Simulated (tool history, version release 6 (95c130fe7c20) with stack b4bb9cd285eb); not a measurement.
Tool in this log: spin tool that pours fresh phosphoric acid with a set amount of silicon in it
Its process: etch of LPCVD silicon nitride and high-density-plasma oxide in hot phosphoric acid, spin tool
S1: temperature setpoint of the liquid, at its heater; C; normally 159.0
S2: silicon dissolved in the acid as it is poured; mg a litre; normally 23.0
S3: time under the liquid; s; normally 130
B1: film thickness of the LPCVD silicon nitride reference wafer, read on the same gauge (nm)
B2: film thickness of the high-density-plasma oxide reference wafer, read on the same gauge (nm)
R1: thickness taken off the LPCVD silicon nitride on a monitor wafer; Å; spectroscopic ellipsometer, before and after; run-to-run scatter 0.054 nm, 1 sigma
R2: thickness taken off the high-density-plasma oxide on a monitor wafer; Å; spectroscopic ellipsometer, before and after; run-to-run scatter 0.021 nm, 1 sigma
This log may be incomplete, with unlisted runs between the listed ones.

run    hour     S1    S2   S3     B1       B2     R1    R2
  1     0.0  157.5  23.0  175  69.99  120.001  119.4  2.35
  2    38.0  159.0  23.0  100  69.96  120.018   71.9  1.30
  3    90.9  160.5  23.0  130  69.98  119.998   97.3  2.24
  4   140.2  159.0  23.0  130  69.96  120.016   92.3  2.21
  5   193.5  159.0  23.0  130  70.02  120.009   92.0  2.21
  6   225.6  159.0  23.0  130  69.97  119.978   92.0  2.47
  7   377.5  159.0  23.0  155  70.01  119.984  109.7  2.59
  8   422.5  159.0  23.0  180  69.98  119.981  126.3  2.50
      449.0  -- thermometer replaced
  9   475.7  159.0  23.0  130  70.02  119.984   90.1  1.76
 10   537.2  159.0  23.0  130  70.00  120.015   89.7  2.06
      572.8  -- dissolved silicon flow meter replaced
 11   575.9  158.0  38.0  130  69.98  119.989   86.6  0.99
      635.3  -- heated supply line repaired
      716.3  -- gauge calibrated
 12   763.4  159.0  13.5  160  70.00  119.994  120.9  3.57
 13   796.0  159.0  23.0  130  70.04  120.002   97.8  2.23
 14   820.4  160.0  23.0  195  70.00  119.981  151.6  3.52
 15   857.6  159.0  40.5  180  70.00  120.004  136.3  1.62
 16   902.9  160.0  23.0  130  69.99  120.002  100.6  2.52
 17   972.5  160.5  29.0   65  69.98  120.015   51.0  0.93
 18  1006.3  158.0  23.0  130  69.99  119.994   93.3  2.41
 19  1032.2  159.0  13.5  195  70.00  120.001  145.2  4.67
 20  1100.0  157.5  28.5  130  69.98  119.979   90.9  1.95
 21  1144.2  161.0   9.0  165  70.00  119.999  129.9  4.76

Here are 4 independent what-if runs from the current tool condition. What would each one return?
  A  1144.7  159.0  23.0  130   ?   ?   ?   ?
  B  1144.7  159.0  40.5   95   ?   ?   ?   ?
  C  1144.7  157.5  23.0  130   ?   ?   ?   ?
  D  1144.7  160.5  23.0  180   ?   ?   ?   ?

run     B1       B2     R1    R2
  A  70.00  119.996   95.7  2.09
  B  70.00  119.996   69.9  0.69
  C  70.00  119.996   90.9  1.87
  D  70.00  119.996  139.4  3.24
The same runs, with their run-to-run variation unchanged, on a tool lacking any hidden condition would have given:
run     R1    R2
  A   98.9  2.25
  B   72.3  0.74
  C   94.0  2.01
  D  144.0  3.48
